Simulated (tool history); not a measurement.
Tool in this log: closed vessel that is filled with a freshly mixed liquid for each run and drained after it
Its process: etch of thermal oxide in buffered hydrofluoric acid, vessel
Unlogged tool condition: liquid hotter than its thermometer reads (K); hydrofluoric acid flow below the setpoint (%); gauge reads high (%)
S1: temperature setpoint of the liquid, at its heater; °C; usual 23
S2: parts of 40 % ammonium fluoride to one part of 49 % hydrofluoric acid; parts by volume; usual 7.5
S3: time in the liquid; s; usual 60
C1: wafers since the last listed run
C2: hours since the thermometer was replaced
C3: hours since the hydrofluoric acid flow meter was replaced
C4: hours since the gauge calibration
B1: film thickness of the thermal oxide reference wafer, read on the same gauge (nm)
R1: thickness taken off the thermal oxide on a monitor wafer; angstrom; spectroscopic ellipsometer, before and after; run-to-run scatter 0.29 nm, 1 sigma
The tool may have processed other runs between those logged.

run,hour,S1,S2,S3,C1,C2,C3,C4,B1,R1
1,0,23,6,60,0,2088.5,2234.7,246.5,129.98,1194.7
2,15.9,23,6,60,1738,2104.4,2250.6,262.4,130,1194.1
3,27.3,23,6,60,1246,2115.8,2262,273.8,129.97,1196.7
4,35.1,23,7.5,40,852,2123.6,2269.8,281.6,129.97,647.6
5,45.6,23,7.5,40,1148,2134.1,2280.3,292.1,130,648.8
6,52.6,23,7.5,40,765,2141.1,2287.3,299.1,130.01,648.5
7,63.7,24,7.5,60,1213,2152.2,2298.4,310.2,129.97,1025.1
8,72.8,24,7.5,60,995,2161.3,2307.5,319.3,130.01,1019.3
9,82.2,23,7.5,60,1027,2170.7,2316.9,328.7,130,973.3
# hour 85.4: gauge calibrated
10,90,23,7.5,60,852,2178.5,2324.7,4.6,129.98,977.4
11,98.4,23,7.5,60,918,2186.9,2333.1,13,129.99,974.1
# hour 106.8: thermometer replaced
12,107.3,23,7.5,55,863,0.5,2342,21.9,130.01,766.8
13,116.1,23,7.5,55,962,9.3,2350.8,30.7,130,769.6
# hour 117.8: hydrofluoric acid flow meter replaced
14,123.1,23,7.5,50,656,16.3,5.3,37.7,130,698.8
15,140.8,23,7.5,90,1935,34,23,55.4,129.98,1269.7
16,151.4,25.5,5,75,1159,44.6,33.6,66,129.96,1734.7
17,165.9,20.5,7.5,60,1585,59.1,48.1,80.5,129.99,731.8
18,176.2,21.5,6.5,30,1126,69.4,58.4,90.8,129.98,445.4
19,185.8,26,7.5,60,1049,79,68,100.4,129.95,989.1
20,195.1,23,7.5,60,1016,88.3,77.3,109.7,130.01,845.4
21,205,20,10,35,1082,98.2,87.2,119.6,130,319.3
22,219.4,23,7.5,60,1574,112.6,101.6,134,130.05,848.2
23,231.4,24.5,6,90,1312,124.6,113.6,146,130.01,1702.9
24,244.1,23,7.5,45,1388,137.3,126.3,158.7,130,633.5
25,256.5,28,6,40,1355,149.7,138.7,171.1,129.99,907.5
26,272.7,23,7.5,60,1771,165.9,154.9,187.3,130.01,848.9

Here are 3 independent what-if runs from the current tool condition. What would each one return?
A,273.4,23,7.5,60,76,166.6,155.6,188,?,?
B,273.4,19,9.5,60,76,166.6,155.6,188,?,?
C,273.4,18.5,8.5,90,76,166.6,155.6,188,?,?

run,B1,R1
A,130,853.2
B,130,542.2
C,130,870.5
Had the tool no hidden state, the same runs would have come out as:
run,R1
A,835.1
B,530.4
C,851.5
